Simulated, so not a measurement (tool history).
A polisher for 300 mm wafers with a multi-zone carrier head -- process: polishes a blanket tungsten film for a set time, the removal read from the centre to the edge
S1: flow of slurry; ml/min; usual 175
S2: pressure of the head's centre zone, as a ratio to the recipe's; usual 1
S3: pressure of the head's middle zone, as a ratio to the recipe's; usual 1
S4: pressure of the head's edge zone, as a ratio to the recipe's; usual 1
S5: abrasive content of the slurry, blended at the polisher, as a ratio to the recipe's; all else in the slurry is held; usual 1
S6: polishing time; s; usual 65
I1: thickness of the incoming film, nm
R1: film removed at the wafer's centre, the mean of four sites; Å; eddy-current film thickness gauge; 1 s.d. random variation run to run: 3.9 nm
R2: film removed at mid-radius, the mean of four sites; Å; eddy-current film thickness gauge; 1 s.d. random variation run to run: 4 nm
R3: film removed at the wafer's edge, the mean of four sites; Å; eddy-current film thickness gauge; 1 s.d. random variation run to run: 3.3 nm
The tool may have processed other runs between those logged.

Run 1, hour 0: usual settings; I1 1495.7. Result: R1 4901 Å, R2 4904 Å, R3 4991 Å.
Run 2, hour 13.6: usual settings; I1 1488.5. Result: R1 4930 Å, R2 4915 Å, R3 4900 Å.
Run 3, hour 25.7: usual settings but S1 200 ml/min, S4 1.12; I1 1484.9. Result: R1 5024 Å, R2 4851 Å, R3 5146 Å.
Run 4, hour 42.9: usual settings but S1 220 ml/min, S2 1.05, S3 1.12; I1 1490.5. Result: R1 5297 Å, R2 5447 Å, R3 4937 Å.
At hour 52.7: carrier head's membrane replaced by a new one, of another model than before.
Run 5, hour 56.5: usual settings but S3 1.03, S6 49 s; I1 1464.4. Result: R1 3635 Å, R2 3685 Å, R3 3677 Å.
At hour 72: slurry nozzle cleaned.
Run 6, hour 72.5: usual settings but S2 0.92, S3 1.03, S6 58 s; I1 1501.5. Result: R1 4144 Å, R2 4310 Å, R3 4267 Å.
Run 7, hour 81.2: usual settings but S2 1.1, S3 1.05, S4 0.93, S6 85 s; I1 1492.6. Result: R1 6705 Å, R2 6344 Å, R3 5987 Å.
Run 8, hour 96.8: usual settings but S1 135 ml/min, S2 1.09; I1 1454.2. Result: R1 4723 Å, R2 4552 Å, R3 4597 Å.
At hour 106.1: worn pad replaced by a new one.
Run 9, hour 113: usual settings; I1 1456.6. Result: R1 4928 Å, R2 4905 Å, R3 4961 Å.
Run 10, hour 121.8: usual settings but S1 160 ml/min, S2 0.89; I1 1495.2. Result: R1 4540 Å, R2 4825 Å, R3 4835 Å.
Run 11, hour 129.1: usual settings; I1 1470.3. Result: R1 4933 Å, R2 4799 Å, R3 4889 Å.
Run 12, hour 139.3: usual settings but S1 190 ml/min; I1 1508.7. Result: R1 4995 Å, R2 4909 Å, R3 4911 Å.
Run 13, hour 148.2: usual settings but S5 1.2; I1 1496.7. Result: R1 5122 Å, R2 5083 Å, R3 5143 Å.
Run 14, hour 162.2: usual settings but S3 0.92, S4 1.1, S6 84 s; I1 1486.3. Result: R1 6318 Å, R2 5870 Å, R3 6655 Å.
At hour 170.8: edge zone pressure recalibrated.
Run 15, hour 177.6: usual settings; I1 1465.3. Result: R1 4900 Å, R2 4796 Å, R3 4813 Å.
Run 16, hour 184.7: usual settings but S1 135 ml/min, S4 1.1; I1 1470.8. Result: R1 4600 Å, R2 4499 Å, R3 4887 Å.
Run 17, hour 191.7: usual settings but S6 58 s; I1 1458.3. Result: R1 4311 Å, R2 4222 Å, R3 4321 Å.
At hour 203.1: centre zone pressure recalibrated.
At hour 214.6: worn pad replaced by a new one.
Run 18, hour 218.1: usual settings but S5 1.15; I1 1476.7. Result: R1 5250 Å, R2 5035 Å, R3 5136 Å.
Run 19, hour 240.9: usual settings; I1 1453.2. Result: R1 4922 Å, R2 4790 Å, R3 4863 Å.
Run 20, hour 264.2: usual settings; I1 1463.1. Result: R1 4787 Å, R2 4762 Å, R3 4842 Å.
Run 21, hour 308.2: usual settings but S2 1.1, S5 1.1; I1 1501.8. Result: R1 5232 Å, R2 4903 Å, R3 4970 Å.
Run 22, hour 321.8: usual settings but S1 205 ml/min, S5 0.7; I1 1472.8. Result: R1 4473 Å, R2 4389 Å, R3 4435 Å.

Some steps in R1, run to run, broken into two amounts with sign: the step expected even without the hidden condition (settings, incoming material, random variation), and the rest, left for the hidden condition together with whatever gauge scatter is not in both the measured and the hidden-condition-free result:
What the log doesn't record here: removal rate lost through wear of the pad, %; slurry flow missing at the pad, %; deviation of the centre zone's pressure from its setpoint, %; deviation of the edge zone's pressure from its setpoint, %.
Run 6 -> 7: S2 0.92 -> 1.1, S3 1.03 -> 1.05, S4 1 -> 0.93, S6 58 -> 85. R1 +2561 Å: hidden state -91, all else +2652.
Run 7 -> 8: S1 175 -> 135, S2 1.1 -> 1.09, S3 1.05 -> 1, S4 0.93 -> 1, S6 85 -> 65. R1 -1982 Å: hidden state +61, all else -2043.
Run 8 -> 9: S1 135 -> 175, S2 1.09 -> 1, worn pad replaced by a new one. R1 +205 Å: hidden state +132, all else +73.
Run 17 -> 18: S5 1 -> 1.15, S6 58 -> 65, centre zone pressure recalibrated, worn pad replaced by a new one. R1 +939 Å: hidden state +107, all else +832.
